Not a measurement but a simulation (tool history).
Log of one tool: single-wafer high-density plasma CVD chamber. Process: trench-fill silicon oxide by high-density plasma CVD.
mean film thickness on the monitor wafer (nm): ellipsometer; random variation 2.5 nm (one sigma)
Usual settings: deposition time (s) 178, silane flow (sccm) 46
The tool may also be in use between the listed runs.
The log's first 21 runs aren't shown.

run   hour  deposition time (s)  silane flow (sccm)  read-back reference wafer on the same gauge, thickness_nm  mean film thickness on the monitor wafer (nm)
 22  539.7                  178                  46                                                    813.731                                        886.651
     549.5  -- silane flow controller replaced, repeated, since the last time left the tool worse
 23  572.9                  188                  55                                                    813.857                                        1147.42
 24  587.2                  178                  46                                                    814.327                                        929.086
     600.9  -- gauge calibrated
 25    606                  187                  40                                                    813.692                                        873.207
 26  626.2                  212                  41                                                    814.084                                        1009.54
 27  657.9                  178                  46                                                    813.807                                        935.606
 28  670.4                  178                  52                                                    813.893                                       1033.549
 29  682.6                  199                  49                                                    813.776                                       1096.323
 30  712.9                  202                  46                                                    814.397                                       1062.198
 31  734.5                  208                  41                                                    814.575                                        992.576
 32  760.1                  178                  46                                                    813.373                                        929.154
 33    796                  178                  46                                                    814.338                                        932.835

Forecast each of these 3 alternatives for the next run:
  A  796.4                  178                  46                                                          ?                                              ?
  B  796.4                  152                  49                                                          ?                                              ?
  C  796.4                  161                  38                                                          ?                                              ?

run  read-back reference wafer on the same gauge, thickness_nm  mean film thickness on the monitor wafer (nm)
  A                                                    813.774                                        937.506
  B                                                    813.774                                         843.21
  C                                                    813.774                                        727.522
Without the tool's hidden state the same runs would have given:
run  mean film thickness on the monitor wafer (nm)
  A                                        937.222
  B                                        842.954
  C                                        727.302

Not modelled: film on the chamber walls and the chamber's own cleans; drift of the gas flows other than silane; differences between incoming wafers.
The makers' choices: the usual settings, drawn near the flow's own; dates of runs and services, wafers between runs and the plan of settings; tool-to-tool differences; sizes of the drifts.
